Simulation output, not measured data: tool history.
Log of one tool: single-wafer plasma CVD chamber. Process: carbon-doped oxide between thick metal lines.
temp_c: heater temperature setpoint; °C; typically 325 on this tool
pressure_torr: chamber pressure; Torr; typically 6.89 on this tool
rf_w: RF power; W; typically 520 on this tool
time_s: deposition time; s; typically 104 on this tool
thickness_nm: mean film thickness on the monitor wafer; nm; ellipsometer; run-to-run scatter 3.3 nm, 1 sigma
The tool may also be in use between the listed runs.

run   hour  temp_c  pressure_torr  rf_w  time_s  wafers since the last listed run  hours since the last thermocouple change  hours since the last RF generator calibration  hours since the last manometer calibration  hours since the showerhead was replaced  hours since the gauge calibration  read-back reference wafer on the same gauge, thickness_nm  thickness_nm
  1    0.0     325           6.89   520     104                                 0                                    1797.7                                         1034.3                                       362.5                                   4957.1                              653.3                                                    589.722       622.756
  2   37.5     325           6.89   520     104                               418                                    1835.2                                         1071.8                                       400.0                                   4994.6                              690.8                                                    587.096       616.500
  3   86.9     325           6.89   520     104                               551                                    1884.6                                         1121.2                                       449.4                                   5044.0                              740.2                                                    588.746       619.282
  4  133.1     325           6.89   520     104                               515                                    1930.8                                         1167.4                                       495.6                                   5090.2                              786.4                                                    588.987       615.626
  5  176.8     325           6.89   520     104                               487                                    1974.5                                         1211.1                                       539.3                                   5133.9                              830.1                                                    587.764       620.219
  6  202.7     325           6.89   520     104                               289                                    2000.4                                         1237.0                                       565.2                                   5159.8                              856.0                                                    589.916       613.181
  7  262.6     314           6.89   440     104                               668                                    2060.3                                         1296.9                                       625.1                                   5219.7                              915.9                                                    589.154       565.961
  8  328.0     325           6.89   520     104                               730                                    2125.7                                         1362.3                                       690.5                                   5285.1                              981.3                                                    586.831       618.765
     425.6  -- thermocouple changed; heater temperature recalibrated
     451.6  -- showerhead replaced
     474.8  -- RF generator calibrated
     484.2  -- gauge calibrated
     528.5  -- capacitance manometer re-zeroed and calibrated
  9  529.0     325           6.89   520     104                              1886                                     103.4                                           54.2                                         0.5                                     77.4                               44.8                                                    588.644       594.651
 10  572.9     313           6.89   520      89                               490                                     147.3                                           98.1                                        44.4                                    121.3                               88.7                                                    589.714       534.961
     617.9  -- RF generator calibrated, repeated, since the last time left the tool worse
 11  618.4     325           6.89   520     104                               418                                     192.8                                            0.5                                        89.9                                    166.8                              134.2                                                    588.182       632.854
 12  648.0     325           6.89   520     104                               330                                     222.4                                           30.1                                       119.5                                    196.4                              163.8                                                    589.847       631.727
 13  688.5     325           6.89   455     104                               452                                     262.9                                           70.6                                       160.0                                    236.9                              204.3                                                    588.285       579.934
 14  733.9     325           6.89   460     104                               506                                     308.3                                          116.0                                       205.4                                    282.3                              249.7                                                    588.087       580.895
 15  803.2     338           6.89   490     104                               773                                     377.6                                          185.3                                       274.7                                    351.6                              319.0                                                    588.898       582.756
 16  862.9     311           6.89   435     104                               666                                     437.3                                          245.0                                       334.4                                    411.3                              378.7                                                    587.629       583.003
 17  906.6     325           7.79   550     104                               487                                     481.0                                          288.7                                       378.1                                    455.0                              422.4                                                    587.658       658.274

What was the tool's hidden state at every run in the log?
wafer temperature above the value expected at the setpoint (K): 0 in every run
true pressure above the setpoint (%): 0 in every run
gauge reads high (%): 0 in every run
H1: delivered RF power above the setpoint (%)
run        H1
  1     -4.72
  2     -4.76
  3     -4.81
  4     -4.86
  5      -4.9
  6     -4.92
  7     -4.96
  8        -5
  9     -9.65
 10       -10
 11  -0.00906
 12    -0.311
 13    -0.695
 14     -1.09
 15     -1.62
 16     -2.02
 17     -2.28
